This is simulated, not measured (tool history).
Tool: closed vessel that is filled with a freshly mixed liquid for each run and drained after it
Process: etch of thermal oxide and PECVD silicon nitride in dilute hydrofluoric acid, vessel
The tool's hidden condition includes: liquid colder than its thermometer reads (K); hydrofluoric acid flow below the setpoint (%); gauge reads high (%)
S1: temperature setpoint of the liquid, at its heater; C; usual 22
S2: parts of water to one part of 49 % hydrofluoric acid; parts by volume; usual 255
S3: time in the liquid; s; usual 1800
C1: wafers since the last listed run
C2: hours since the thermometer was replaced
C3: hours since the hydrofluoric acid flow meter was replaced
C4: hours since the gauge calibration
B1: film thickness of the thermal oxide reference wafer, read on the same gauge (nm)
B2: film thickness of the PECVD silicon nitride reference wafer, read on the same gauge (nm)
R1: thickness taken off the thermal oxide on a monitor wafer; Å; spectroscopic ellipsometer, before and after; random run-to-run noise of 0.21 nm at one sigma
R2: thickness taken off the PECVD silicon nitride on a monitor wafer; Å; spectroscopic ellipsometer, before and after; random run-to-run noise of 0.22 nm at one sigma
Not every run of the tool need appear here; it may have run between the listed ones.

run 1 hour=0 | S1=26 S2=255 S3=1800 | C1=0 C2=673.4 C3=617.8 C4=134.5 | B1=69.98 B2=89.98 | R1=283.7 R2=423.9
run 2 hour=26.8 | S1=24 S2=255 S3=1800 | C1=1384 C2=700.2 C3=644.6 C4=161.3 | B1=70 B2=90 | R1=267.9 R2=371.5
run 3 hour=89.4 | S1=24 S2=255 S3=1800 | C1=3234 C2=762.8 C3=707.2 C4=223.9 | B1=70.01 B2=89.98 | R1=270.3 R2=377.6
-- hour=129.6 thermometer replaced
run 4 hour=150.6 | S1=22 S2=255 S3=1800 | C1=3110 C2=21 C3=768.4 C4=285.1 | B1=69.99 B2=90.03 | R1=246.8 R2=333.3
run 5 hour=202.2 | S1=22 S2=255 S3=1800 | C1=2665 C2=72.6 C3=820 C4=336.7 | B1=70.01 B2=89.98 | R1=251.7 R2=332.4
run 6 hour=248.7 | S1=22 S2=255 S3=1800 | C1=2402 C2=119.1 C3=866.5 C4=383.2 | B1=70.03 B2=90.02 | R1=250.6 R2=334.7
run 7 hour=307.7 | S1=23.5 S2=255 S3=1800 | C1=3048 C2=178.1 C3=925.5 C4=442.2 | B1=69.99 B2=90 | R1=264.5 R2=363.7
run 8 hour=375.6 | S1=22 S2=255 S3=1800 | C1=3508 C2=246 C3=993.4 C4=510.1 | B1=70.01 B2=90.03 | R1=244.6 R2=330.7
run 9 hour=428.7 | S1=22 S2=255 S3=1800 | C1=2743 C2=299.1 C3=1046.5 C4=563.2 | B1=70.03 B2=90 | R1=247.9 R2=333.4
-- hour=437.9 hydrofluoric acid flow meter replaced
run 10 hour=484.2 | S1=27 S2=180 S3=2485 | C1=2815 C2=354.6 C3=46.3 C4=618.7 | B1=69.99 B2=89.99 | R1=639 R2=885.4
run 11 hour=542.7 | S1=24.5 S2=255 S3=2675 | C1=3022 C2=413.1 C3=104.8 C4=677.2 | B1=70 B2=89.99 | R1=409.1 R2=582
run 12 hour=593.4 | S1=25 S2=310 S3=1205 | C1=2619 C2=463.8 C3=155.5 C4=727.9 | B1=70 B2=90 | R1=144.9 R2=221.5
run 13 hour=634.4 | S1=22 S2=310 S3=2180 | C1=2118 C2=504.8 C3=196.5 C4=768.9 | B1=69.98 B2=90 | R1=238.8 R2=336.1
run 14 hour=686.2 | S1=22 S2=255 S3=1800 | C1=2676 C2=556.6 C3=248.3 C4=820.7 | B1=70.02 B2=90.01 | R1=245.7 R2=333.3
run 15 hour=716.6 | S1=25.5 S2=135 S3=2635 | C1=1570 C2=587 C3=278.7 C4=851.1 | B1=69.99 B2=90.01 | R1=890.8 R2=1132.8
run 16 hour=762 | S1=17 S2=150 S3=2500 | C1=2345 C2=632.4 C3=324.1 C4=896.5 | B1=70 B2=90 | R1=529.8 R2=556.3
run 17 hour=830.9 | S1=22 S2=255 S3=1800 | C1=3559 C2=701.3 C3=393 C4=965.4 | B1=69.97 B2=90.02 | R1=247.9 R2=332.9
run 18 hour=860.9 | S1=20 S2=335 S3=1800 | C1=1549 C2=731.3 C3=423 C4=995.4 | B1=70.04 B2=90.03 | R1=165.8 R2=226.4
run 19 hour=904.1 | S1=22 S2=170 S3=1800 | C1=2231 C2=774.5 C3=466.2 C4=1038.6 | B1=69.99 B2=89.99 | R1=402.9 R2=496
-- hour=934.9 thermometer replaced
run 20 hour=941.1 | S1=24.5 S2=155 S3=1455 | C1=1859 C2=6.2 C3=503.2 C4=1075.6 | B1=70.04 B2=89.99 | R1=403.3 R2=514.6
run 21 hour=1013 | S1=22 S2=145 S3=2665 | C1=3714 C2=78.1 C3=575.1 C4=1147.5 | B1=69.99 B2=90.01 | R1=726.7 R2=861.6
run 22 hour=1055.7 | S1=25 S2=195 S3=2275 | C1=2206 C2=120.8 C3=617.8 C4=1190.2 | B1=70.01 B2=90.01 | R1=498.5 R2=668
run 23 hour=1082.9 | S1=19 S2=140 S3=2825 | C1=1405 C2=148 C3=645 C4=1217.4 | B1=69.97 B2=90.01 | R1=715 R2=759.1
run 24 hour=1145.3 | S1=22 S2=365 S3=1800 | C1=3223 C2=210.4 C3=707.4 C4=1279.8 | B1=69.97 B2=89.97 | R1=159.1 R2=233.7
run 25 hour=1202.5 | S1=20.5 S2=130 S3=2410 | C1=2955 C2=267.6 C3=764.6 C4=1337 | B1=70.02 B2=89.99 | R1=710.8 R2=786.5
run 26 hour=1241 | S1=22 S2=255 S3=1800 | C1=1989 C2=306.1 C3=803.1 C4=1375.5 | B1=70.01 B2=90.01 | R1=249.9 R2=333

Consider 3 possible next runs. They are alternatives, not a sequence: every one starts from the tool as it was left by run 26. What does each give?
run A hour=1242.2 | S1=18 S2=255 S3=1800 | C1=61 C2=307.3 C3=804.3 C4=1376.7 | B1=? B2=? | R1=? R2=?
run B hour=1242.2 | S1=22 S2=255 S3=1140 | C1=61 C2=307.3 C3=804.3 C4=1376.7 | B1=? B2=? | R1=? R2=?
run C hour=1242.2 | S1=26 S2=205 S3=1800 | C1=61 C2=307.3 C3=804.3 C4=1376.7 | B1=? B2=? | R1=? R2=?

run=A B1=70 B2=90.02 R1=213.8 R2=256.3
run=B B1=70 B2=90.02 R1=157.2 R2=210.1
run=C B1=70 B2=90.02 R1=376.1 R2=528.8
The same runs, with their run-to-run variation unchanged, on a tool lacking any hidden condition would have given:
run=A R1=213.8 R2=256.3
run=B R1=157.2 R2=210.1
run=C R1=376.1 R2=528.8
